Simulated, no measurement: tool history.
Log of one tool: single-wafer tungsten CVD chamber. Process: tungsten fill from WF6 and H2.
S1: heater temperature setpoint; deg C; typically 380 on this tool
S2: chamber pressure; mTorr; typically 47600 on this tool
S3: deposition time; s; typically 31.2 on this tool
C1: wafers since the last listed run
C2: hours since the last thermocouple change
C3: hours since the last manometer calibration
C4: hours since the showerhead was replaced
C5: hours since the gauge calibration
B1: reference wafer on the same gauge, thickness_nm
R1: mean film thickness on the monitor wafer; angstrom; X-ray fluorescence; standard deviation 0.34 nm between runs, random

run 1 hour=0 | S1=380 S2=47600 S3=31.2 | C1=0 C2=61.5 C3=1182.9 C4=5744.8 C5=475.8 | B1=56.415 | R1=692.28
run 2 hour=30.2 | S1=380 S2=47600 S3=31.2 | C1=595 C2=91.7 C3=1213.1 C4=5775 C5=506 | B1=56.439 | R1=697.93
run 3 hour=49.6 | S1=380 S2=47600 S3=31.2 | C1=382 C2=111.1 C3=1232.5 C4=5794.4 C5=525.4 | B1=56.247 | R1=698.49
-- hour=114.7 gauge calibrated
run 4 hour=141.1 | S1=380 S2=47600 S3=31.2 | C1=1803 C2=202.6 C3=1324 C4=5885.9 C5=26.4 | B1=56.427 | R1=702.84
run 5 hour=164.1 | S1=380 S2=47600 S3=31.2 | C1=453 C2=225.6 C3=1347 C4=5908.9 C5=49.4 | B1=56.28 | R1=704.05
run 6 hour=183.1 | S1=380 S2=47600 S3=31.2 | C1=374 C2=244.6 C3=1366 C4=5927.9 C5=68.4 | B1=56.541 | R1=701.51
run 7 hour=210.7 | S1=380 S2=47600 S3=31.2 | C1=544 C2=272.2 C3=1393.6 C4=5955.5 C5=96 | B1=56.311 | R1=709.94
run 8 hour=238.4 | S1=380 S2=47600 S3=31.2 | C1=546 C2=299.9 C3=1421.3 C4=5983.2 C5=123.7 | B1=56.42 | R1=709.88
run 9 hour=254.8 | S1=380 S2=47600 S3=31.2 | C1=323 C2=316.3 C3=1437.7 C4=5999.6 C5=140.1 | B1=56.43 | R1=706.09
run 10 hour=276 | S1=380 S2=47600 S3=31.2 | C1=417 C2=337.5 C3=1458.9 C4=6020.8 C5=161.3 | B1=56.432 | R1=710.08
run 11 hour=293.9 | S1=380 S2=47600 S3=31.2 | C1=352 C2=355.4 C3=1476.8 C4=6038.7 C5=179.2 | B1=56.468 | R1=704.56
run 12 hour=400.2 | S1=380 S2=47600 S3=31.2 | C1=2095 C2=461.7 C3=1583.1 C4=6145 C5=285.5 | B1=56.368 | R1=715.61
run 13 hour=420.5 | S1=380 S2=47600 S3=31.2 | C1=400 C2=482 C3=1603.4 C4=6165.3 C5=305.8 | B1=56.4 | R1=715.35
run 14 hour=439.5 | S1=380 S2=47600 S3=31.2 | C1=374 C2=501 C3=1622.4 C4=6184.3 C5=324.8 | B1=56.381 | R1=717.01
run 15 hour=455 | S1=380 S2=47600 S3=31.2 | C1=305 C2=516.5 C3=1637.9 C4=6199.8 C5=340.3 | B1=56.347 | R1=710.03
run 16 hour=468.7 | S1=380 S2=44600 S3=31.2 | C1=270 C2=530.2 C3=1651.6 C4=6213.5 C5=354 | B1=56.227 | R1=687.85
run 17 hour=487.4 | S1=386 S2=54300 S3=28.1 | C1=368 C2=548.9 C3=1670.3 C4=6232.2 C5=372.7 | B1=56.393 | R1=769.16
run 18 hour=508.1 | S1=380 S2=47600 S3=31.2 | C1=408 C2=569.6 C3=1691 C4=6252.9 C5=393.4 | B1=56.298 | R1=717.16
-- hour=552 capacitance manometer re-zeroed and calibrated
run 19 hour=552.5 | S1=380 S2=47600 S3=31.2 | C1=717 C2=614 C3=0.5 C4=6297.3 C5=437.8 | B1=56.414 | R1=721.3
run 20 hour=577.2 | S1=393 S2=35800 S3=36.9 | C1=486 C2=638.7 C3=25.2 C4=6322 C5=462.5 | B1=56.398 | R1=907.33
run 21 hour=602.6 | S1=372 S2=43200 S3=33.8 | C1=500 C2=664.1 C3=50.6 C4=6347.4 C5=487.9 | B1=56.325 | R1=643.14
run 22 hour=636.7 | S1=380 S2=47600 S3=25.8 | C1=672 C2=698.2 C3=84.7 C4=6381.5 C5=522 | B1=56.343 | R1=599.49
run 23 hour=660.3 | S1=392 S2=50800 S3=29.5 | C1=465 C2=721.8 C3=108.3 C4=6405.1 C5=545.6 | B1=56.428 | R1=879.59
run 24 hour=682.2 | S1=380 S2=47600 S3=31.2 | C1=431 C2=743.7 C3=130.2 C4=6427 C5=567.5 | B1=56.423 | R1=730.05
run 25 hour=709.2 | S1=393 S2=54000 S3=31.2 | C1=532 C2=770.7 C3=157.2 C4=6454 C5=594.5 | B1=56.433 | R1=974.4
-- hour=737.8 gauge calibrated
run 26 hour=765.4 | S1=380 S2=47600 S3=31.2 | C1=1107 C2=826.9 C3=213.4 C4=6510.2 C5=27.6 | B1=56.39 | R1=738.05
-- hour=774.7 showerhead replaced
-- hour=780.8 thermocouple changed; heater temperature recalibrated
run 27 hour=794 | S1=366 S2=47600 S3=37.4 | C1=285 C2=13.2 C3=242 C4=19.3 C5=56.2 | B1=56.395 | R1=644.72
run 28 hour=825.9 | S1=380 S2=47600 S3=31.2 | C1=628 C2=45.1 C3=273.9 C4=51.2 C5=88.1 | B1=56.413 | R1=708.67
run 29 hour=851.5 | S1=380 S2=37700 S3=34.6 | C1=504 C2=70.7 C3=299.5 C4=76.8 C5=113.7 | B1=56.308 | R1=683.93
run 30 hour=939.6 | S1=380 S2=47600 S3=31.2 | C1=1736 C2=158.8 C3=387.6 C4=164.9 C5=201.8 | B1=56.317 | R1=706.9
run 31 hour=972.8 | S1=386 S2=39000 S3=33 | C1=654 C2=192 C3=420.8 C4=198.1 C5=235 | B1=56.361 | R1=745.19
run 32 hour=1003.4 | S1=375 S2=54300 S3=31.2 | C1=603 C2=222.6 C3=451.4 C4=228.7 C5=265.6 | B1=56.481 | R1=701.16
run 33 hour=1038.9 | S1=380 S2=47600 S3=33.7 | C1=699 C2=258.1 C3=486.9 C4=264.2 C5=301.1 | B1=56.472 | R1=774.99
run 34 hour=1066.5 | S1=380 S2=43300 S3=29.1 | C1=544 C2=285.7 C3=514.5 C4=291.8 C5=328.7 | B1=56.338 | R1=629.13
run 35 hour=1101.7 | S1=395 S2=54900 S3=31.2 | C1=693 C2=320.9 C3=549.7 C4=327 C5=363.9 | B1=56.304 | R1=995.35

The tool's hidden state at each run:
true pressure above the setpoint (%): 0 at every run
gauge reads high (%): 0 at every run
H1: wafer temperature above the value expected at the setpoint (K)
run=1 H1=0.198
run=2 H1=0.311
run=3 H1=0.383
run=4 H1=0.726
run=5 H1=0.811
run=6 H1=0.883
run=7 H1=0.986
run=8 H1=1.09
run=9 H1=1.15
run=10 H1=1.23
run=11 H1=1.3
run=12 H1=1.69
run=13 H1=1.77
run=14 H1=1.84
run=15 H1=1.9
run=16 H1=1.95
run=17 H1=2.02
run=18 H1=2.1
run=19 H1=2.26
run=20 H1=2.36
run=21 H1=2.45
run=22 H1=2.58
run=23 H1=2.67
run=24 H1=2.75
run=25 H1=2.85
run=26 H1=3.06
run=27 H1=0.651
run=28 H1=0.77
run=29 H1=0.866
run=30 H1=1.19
run=31 H1=1.32
run=32 H1=1.43
run=33 H1=1.57
run=34 H1=1.67
run=35 H1=1.8
